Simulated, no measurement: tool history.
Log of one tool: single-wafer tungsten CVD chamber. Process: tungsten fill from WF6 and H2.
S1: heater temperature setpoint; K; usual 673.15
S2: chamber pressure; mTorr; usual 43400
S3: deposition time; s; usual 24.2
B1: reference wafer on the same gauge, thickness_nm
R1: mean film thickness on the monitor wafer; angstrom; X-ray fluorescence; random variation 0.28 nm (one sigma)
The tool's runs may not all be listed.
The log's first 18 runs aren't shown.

| run | day | S1 | S2 | S3 | B1 | R1 |
|---|---|---|---|---|---|---|
| 19 | 57.904 | 660.15 | 52200 | 20.4 | 88.041 | 632.74 |
| 20 | 60.254 | 680.15 | 37300 | 24.2 | 88.12 | 983.87 |
| 21 | 63.438 | 673.15 | 43400 | 24.2 | 88.079 | 910.84 |
|  | 64.258 | gauge calibrated |
| 22 | 66.354 | 658.15 | 47500 | 24.2 | 88.106 | 686.45 |
| 23 | 68.558 | 666.15 | 43400 | 24.2 | 88.122 | 787.65 |
| 24 | 78.767 | 658.15 | 43400 | 22.8 | 88.113 | 618.1 |
| 25 | 80.342 | 673.15 | 43400 | 24.2 | 88.077 | 907.79 |
| 26 | 88.567 | 673.15 | 49300 | 26.9 | 88.08 | 1066.72 |
| 27 | 91.117 | 673.15 | 32900 | 24.2 | 88.165 | 807.22 |
| 28 | 94.829 | 677.15 | 50700 | 24.2 | 88.094 | 1047.23 |
| 29 | 99.221 | 679.15 | 43400 | 28.9 | 88.075 | 1211.76 |
| 30 | 101.404 | 688.15 | 48800 | 20.9 | 88.041 | 1088.53 |
|  | 104.588 | capacitance manometer re-zeroed and calibrated |
| 31 | 105.296 | 678.15 | 47600 | 19.6 | 87.97 | 842.17 |
| 32 | 109.742 | 673.15 | 40300 | 22.1 | 88.067 | 807.86 |
| 33 | 111.296 | 673.15 | 43400 | 24.2 | 88.226 | 904.35 |
| 34 | 114.417 | 664.15 | 43400 | 27.9 | 88.053 | 864.11 |
|  | 115.317 | thermocouple changed; heater temperature recalibrated |
| 35 | 117.762 | 673.15 | 46500 | 24.2 | 88.007 | 949.41 |

3 ways to go on from here, each from the tool as it stands after run 35. What would each give?
| A | 117.779 | 673.15 | 43400 | 24.2 | ? | ? |
| B | 117.779 | 684.15 | 43400 | 24.2 | ? | ? |
| C | 117.779 | 673.15 | 51500 | 22.5 | ? | ? |

| run | B1 | R1 |
|---|---|---|
| A | 88.117 | 926.86 |
| B | 88.117 | 1144.43 |
| C | 88.117 | 924.43 |
Without the tool's hidden state the same runs would have given:
| run | R1 |
|---|---|
| A | 927.43 |
| B | 1145.04 |
| C | 925 |
